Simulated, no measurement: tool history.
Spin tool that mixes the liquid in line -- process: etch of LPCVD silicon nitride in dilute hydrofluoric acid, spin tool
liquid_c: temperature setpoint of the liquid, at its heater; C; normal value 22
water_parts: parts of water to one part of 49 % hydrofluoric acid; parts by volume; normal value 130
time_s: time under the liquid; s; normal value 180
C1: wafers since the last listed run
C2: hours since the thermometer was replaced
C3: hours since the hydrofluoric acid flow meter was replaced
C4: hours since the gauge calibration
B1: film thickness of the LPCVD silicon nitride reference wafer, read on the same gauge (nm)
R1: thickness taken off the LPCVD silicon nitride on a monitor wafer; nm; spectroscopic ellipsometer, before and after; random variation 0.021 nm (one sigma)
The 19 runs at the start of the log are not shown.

run 20 hour=999.1 | liquid_c=22 water_parts=130 time_s=220 | C1=249 C2=466.1 C3=296.7 C4=98.5 | B1=30.004 | R1=0.789
run 21 hour=1068.8 | liquid_c=22 water_parts=130 time_s=220 | C1=369 C2=535.8 C3=366.4 C4=168.2 | B1=29.968 | R1=0.788
run 22 hour=1110.1 | liquid_c=19 water_parts=130 time_s=180 | C1=218 C2=577.1 C3=407.7 C4=209.5 | B1=30.008 | R1=0.53
run 23 hour=1149.7 | liquid_c=23.5 water_parts=90 time_s=85 | C1=209 C2=616.7 C3=447.3 C4=249.1 | B1=29.983 | R1=0.513
run 24 hour=1179.7 | liquid_c=22 water_parts=130 time_s=85 | C1=159 C2=646.7 C3=477.3 C4=279.1 | B1=30.025 | R1=0.306
run 25 hour=1232 | liquid_c=26 water_parts=130 time_s=270 | C1=277 C2=699 C3=529.6 C4=331.4 | B1=29.977 | R1=1.223
run 26 hour=1273.6 | liquid_c=22 water_parts=190 time_s=225 | C1=220 C2=740.6 C3=571.2 C4=373 | B1=30.011 | R1=0.545
run 27 hour=1313.3 | liquid_c=23.5 water_parts=130 time_s=180 | C1=210 C2=780.3 C3=610.9 C4=412.7 | B1=30.008 | R1=0.714
run 28 hour=1419.2 | liquid_c=22 water_parts=165 time_s=180 | C1=561 C2=886.2 C3=716.8 C4=518.6 | B1=29.991 | R1=0.481
run 29 hour=1484.9 | liquid_c=25.5 water_parts=130 time_s=180 | C1=348 C2=951.9 C3=782.5 C4=584.3 | B1=29.989 | R1=0.815
run 30 hour=1544.5 | liquid_c=22 water_parts=100 time_s=180 | C1=315 C2=1011.5 C3=842.1 C4=643.9 | B1=29.997 | R1=0.879
run 31 hour=1612.9 | liquid_c=22 water_parts=130 time_s=180 | C1=362 C2=1079.9 C3=910.5 C4=712.3 | B1=30.018 | R1=0.666
run 32 hour=1639.8 | liquid_c=24.5 water_parts=105 time_s=210 | C1=142 C2=1106.8 C3=937.4 C4=739.2 | B1=30.02 | R1=1.129

4 ways to go on from here, each from the tool as it stands after run 32. What would each give?
run A hour=1640.3 | liquid_c=22 water_parts=130 time_s=180 | C1=2 C2=1107.3 C3=937.9 C4=739.7 | B1=? | R1=?
run B hour=1640.3 | liquid_c=27 water_parts=175 time_s=140 | C1=2 C2=1107.3 C3=937.9 C4=739.7 | B1=? | R1=?
run C hour=1640.3 | liquid_c=24.5 water_parts=190 time_s=180 | C1=2 C2=1107.3 C3=937.9 C4=739.7 | B1=? | R1=?
run D hour=1640.3 | liquid_c=26 water_parts=110 time_s=180 | C1=2 C2=1107.3 C3=937.9 C4=739.7 | B1=? | R1=?

run=A B1=30.001 R1=0.649
run=B B1=30.001 R1=0.513
run=C B1=30.001 R1=0.521
run=D B1=30.001 R1=0.99
What these runs would have given with no unlogged condition in the tool:
run=A R1=0.618
run=B R1=0.494
run=C R1=0.5
run=D R1=0.947
